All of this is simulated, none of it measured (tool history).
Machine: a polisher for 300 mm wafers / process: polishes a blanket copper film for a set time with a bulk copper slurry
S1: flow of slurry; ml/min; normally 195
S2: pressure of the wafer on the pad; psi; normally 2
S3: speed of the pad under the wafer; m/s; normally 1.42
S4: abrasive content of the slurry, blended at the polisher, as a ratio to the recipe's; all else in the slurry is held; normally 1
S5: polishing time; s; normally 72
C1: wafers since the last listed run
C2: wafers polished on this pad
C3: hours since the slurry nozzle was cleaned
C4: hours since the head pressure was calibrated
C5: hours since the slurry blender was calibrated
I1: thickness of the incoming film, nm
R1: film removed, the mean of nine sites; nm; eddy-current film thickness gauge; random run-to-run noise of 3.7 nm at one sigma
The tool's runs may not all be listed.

{"run": 1, "day": 0.0, "S1": 195, "S2": 2, "S3": 1.42, "S4": 1, "S5": 72, "C1": 0, "C2": 411, "C3": 290.9, "C4": 865.1, "C5": 287, "I1": 1870.5, "R1": 532}
{"run": 2, "day": 0.375, "S1": 195, "S2": 2, "S3": 1.42, "S4": 1, "S5": 72, "C1": 74, "C2": 486, "C3": 299.9, "C4": 874.1, "C5": 296, "I1": 1858.3, "R1": 529.8}
{"run": 3, "day": 1.075, "S1": 195, "S2": 2, "S3": 1.42, "S4": 1, "S5": 72, "C1": 139, "C2": 625, "C3": 316.7, "C4": 890.9, "C5": 312.8, "I1": 1833.5, "R1": 523.1}
{"run": 4, "day": 1.521, "S1": 195, "S2": 2, "S3": 1.42, "S4": 1, "S5": 72, "C1": 88, "C2": 714, "C3": 327.4, "C4": 901.6, "C5": 323.5, "I1": 1867.1, "R1": 522}
{"day": 1.8, "done": "worn pad replaced by a new one"}
{"run": 5, "day": 2.079, "S1": 195, "S2": 2, "S3": 1.42, "S4": 1, "S5": 72, "C1": 78, "C2": 55, "C3": 340.8, "C4": 915, "C5": 336.9, "I1": 1833.7, "R1": 542.6}
{"run": 6, "day": 2.8, "S1": 195, "S2": 2, "S3": 1.42, "S4": 1, "S5": 72, "C1": 143, "C2": 199, "C3": 358.1, "C4": 932.3, "C5": 354.2, "I1": 1833.8, "R1": 539.4}
{"run": 7, "day": 3.517, "S1": 195, "S2": 2, "S3": 1.28, "S4": 1, "S5": 72, "C1": 142, "C2": 342, "C3": 375.3, "C4": 949.5, "C5": 371.4, "I1": 1864, "R1": 494.4}
{"run": 8, "day": 3.883, "S1": 195, "S2": 2, "S3": 1.28, "S4": 1, "S5": 72, "C1": 73, "C2": 415, "C3": 384.1, "C4": 958.3, "C5": 380.2, "I1": 1903.8, "R1": 490.6}
{"day": 4.271, "done": "head pressure recalibrated"}
{"run": 9, "day": 4.504, "S1": 195, "S2": 2, "S3": 1.28, "S4": 1, "S5": 72, "C1": 107, "C2": 522, "C3": 399, "C4": 5.6, "C5": 395.1, "I1": 1874, "R1": 489.5}
{"run": 10, "day": 4.892, "S1": 195, "S2": 2, "S3": 1.06, "S4": 1, "S5": 72, "C1": 77, "C2": 599, "C3": 408.3, "C4": 14.9, "C5": 404.4, "I1": 1863.6, "R1": 424.1}
{"run": 11, "day": 5.575, "S1": 195, "S2": 2, "S3": 1.06, "S4": 1, "S5": 72, "C1": 136, "C2": 736, "C3": 424.7, "C4": 31.3, "C5": 420.8, "I1": 1887.3, "R1": 419.5}
{"day": 5.779, "done": "worn pad replaced by a new one"}
{"run": 12, "day": 6.246, "S1": 195, "S2": 2, "S3": 1.06, "S4": 1, "S5": 72, "C1": 100, "C2": 92, "C3": 440.8, "C4": 47.4, "C5": 436.9, "I1": 1886.7, "R1": 430.9}
{"day": 6.367, "done": "slurry blender recalibrated"}
{"run": 13, "day": 6.692, "S1": 195, "S2": 2, "S3": 1.66, "S4": 1, "S5": 72, "C1": 72, "C2": 165, "C3": 451.5, "C4": 58.1, "C5": 7.8, "I1": 1867.9, "R1": 607.5}
{"run": 14, "day": 7.279, "S1": 160, "S2": 1.6, "S3": 0.94, "S4": 1.15, "S5": 72, "C1": 117, "C2": 282, "C3": 465.6, "C4": 72.2, "C5": 21.9, "I1": 1859.3, "R1": 319.7}
{"day": 7.371, "done": "slurry nozzle cleaned"}
{"run": 15, "day": 8.438, "S1": 140, "S2": 2.5, "S3": 1.42, "S4": 0.8, "S5": 64, "C1": 222, "C2": 505, "C3": 25.6, "C4": 100, "C5": 49.7, "I1": 1847.2, "R1": 533.4}
{"run": 16, "day": 8.817, "S1": 195, "S2": 1.6, "S3": 1.42, "S4": 1, "S5": 72, "C1": 75, "C2": 580, "C3": 34.7, "C4": 109.1, "C5": 58.8, "I1": 1852.8, "R1": 415.9}
{"run": 17, "day": 9.171, "S1": 225, "S2": 2, "S3": 0.98, "S4": 1, "S5": 72, "C1": 70, "C2": 651, "C3": 43.2, "C4": 117.6, "C5": 67.3, "I1": 1862.4, "R1": 403.9}
{"run": 18, "day": 9.688, "S1": 195, "S2": 2, "S3": 1.42, "S4": 1, "S5": 48, "C1": 103, "C2": 754, "C3": 55.6, "C4": 130, "C5": 79.7, "I1": 1868.1, "R1": 352.2}
{"day": 10.221, "done": "worn pad replaced by a new one"}
{"run": 19, "day": 10.242, "S1": 195, "S2": 2, "S3": 1.42, "S4": 1, "S5": 86, "C1": 77, "C2": 3, "C3": 68.9, "C4": 143.3, "C5": 93, "I1": 1868.8, "R1": 640.3}
{"run": 20, "day": 10.521, "S1": 195, "S2": 2, "S3": 1.42, "S4": 1, "S5": 72, "C1": 55, "C2": 59, "C3": 75.6, "C4": 150, "C5": 99.7, "I1": 1895.2, "R1": 538.3}
{"run": 21, "day": 11.179, "S1": 195, "S2": 2, "S3": 1.82, "S4": 1, "S5": 72, "C1": 131, "C2": 190, "C3": 91.4, "C4": 165.8, "C5": 115.5, "I1": 1889.1, "R1": 653.4}
{"run": 22, "day": 11.692, "S1": 145, "S2": 2, "S3": 1.92, "S4": 1, "S5": 72, "C1": 102, "C2": 293, "C3": 103.7, "C4": 178.1, "C5": 127.8, "I1": 1862.3, "R1": 645}
{"run": 23, "day": 12.1, "S1": 195, "S2": 2, "S3": 1.42, "S4": 1, "S5": 72, "C1": 81, "C2": 374, "C3": 113.5, "C4": 187.9, "C5": 137.6, "I1": 1844.9, "R1": 530.6}
{"run": 24, "day": 12.762, "S1": 195, "S2": 2, "S3": 1.42, "S4": 1, "S5": 72, "C1": 132, "C2": 506, "C3": 129.4, "C4": 203.8, "C5": 153.5, "I1": 1892.7, "R1": 531.5}
{"run": 25, "day": 13.483, "S1": 195, "S2": 2, "S3": 1.42, "S4": 1, "S5": 50, "C1": 143, "C2": 650, "C3": 146.7, "C4": 221.1, "C5": 170.8, "I1": 1860.5, "R1": 361.3}
{"run": 26, "day": 14.05, "S1": 195, "S2": 2, "S3": 1.42, "S4": 1, "S5": 72, "C1": 113, "C2": 763, "C3": 160.3, "C4": 234.7, "C5": 184.4, "I1": 1884.4, "R1": 522.2}
{"day": 14.396, "done": "worn pad replaced by a new one"}
{"run": 27, "day": 15.017, "S1": 195, "S2": 2, "S3": 1.42, "S4": 0.9, "S5": 62, "C1": 159, "C2": 124, "C3": 183.5, "C4": 257.9, "C5": 207.6, "I1": 1855.6, "R1": 453}
{"run": 28, "day": 15.65, "S1": 150, "S2": 1.7, "S3": 1.42, "S4": 0.75, "S5": 72, "C1": 126, "C2": 250, "C3": 198.7, "C4": 273.1, "C5": 222.8, "I1": 1875.6, "R1": 410.6}
{"run": 29, "day": 16.321, "S1": 230, "S2": 2, "S3": 1.42, "S4": 0.8, "S5": 80, "C1": 133, "C2": 384, "C3": 214.8, "C4": 289.2, "C5": 238.9, "I1": 1865.6, "R1": 565.8}

Each row is a separate what-if for the run after 29, all from the same tool condition, not one after another. Results?
{"run": "A", "day": 16.338, "S1": 195, "S2": 2, "S3": 1.42, "S4": 1.25, "S5": 72, "C1": 3, "C2": 387, "C3": 215.2, "C4": 289.6, "C5": 239.3, "I1": 1896.5, "R1": "?"}
{"run": "B", "day": 16.338, "S1": 195, "S2": 2, "S3": 1.42, "S4": 1.3, "S5": 61, "C1": 3, "C2": 387, "C3": 215.2, "C4": 289.6, "C5": 239.3, "I1": 1896.5, "R1": "?"}
{"run": "C", "day": 16.338, "S1": 220, "S2": 2, "S3": 1.64, "S4": 0.7, "S5": 47, "C1": 3, "C2": 387, "C3": 215.2, "C4": 289.6, "C5": 239.3, "I1": 1896.5, "R1": "?"}
{"run": "D", "day": 16.338, "S1": 195, "S2": 1.7, "S3": 1.42, "S4": 1, "S5": 72, "C1": 3, "C2": 387, "C3": 215.2, "C4": 289.6, "C5": 239.3, "I1": 1896.5, "R1": "?"}
{"run": "E", "day": 16.338, "S1": 245, "S2": 2, "S3": 1.42, "S4": 1, "S5": 49, "C1": 3, "C2": 387, "C3": 215.2, "C4": 289.6, "C5": 239.3, "I1": 1896.5, "R1": "?"}

run=A R1=557.6
run=B R1=477
run=C R1=357.5
run=D R1=448.6
run=E R1=367.7
What these runs would have given with no unlogged condition in the tool:
run=A R1=566.5
run=B R1=484.6
run=C R1=363.2
run=D R1=455.8
run=E R1=373.6

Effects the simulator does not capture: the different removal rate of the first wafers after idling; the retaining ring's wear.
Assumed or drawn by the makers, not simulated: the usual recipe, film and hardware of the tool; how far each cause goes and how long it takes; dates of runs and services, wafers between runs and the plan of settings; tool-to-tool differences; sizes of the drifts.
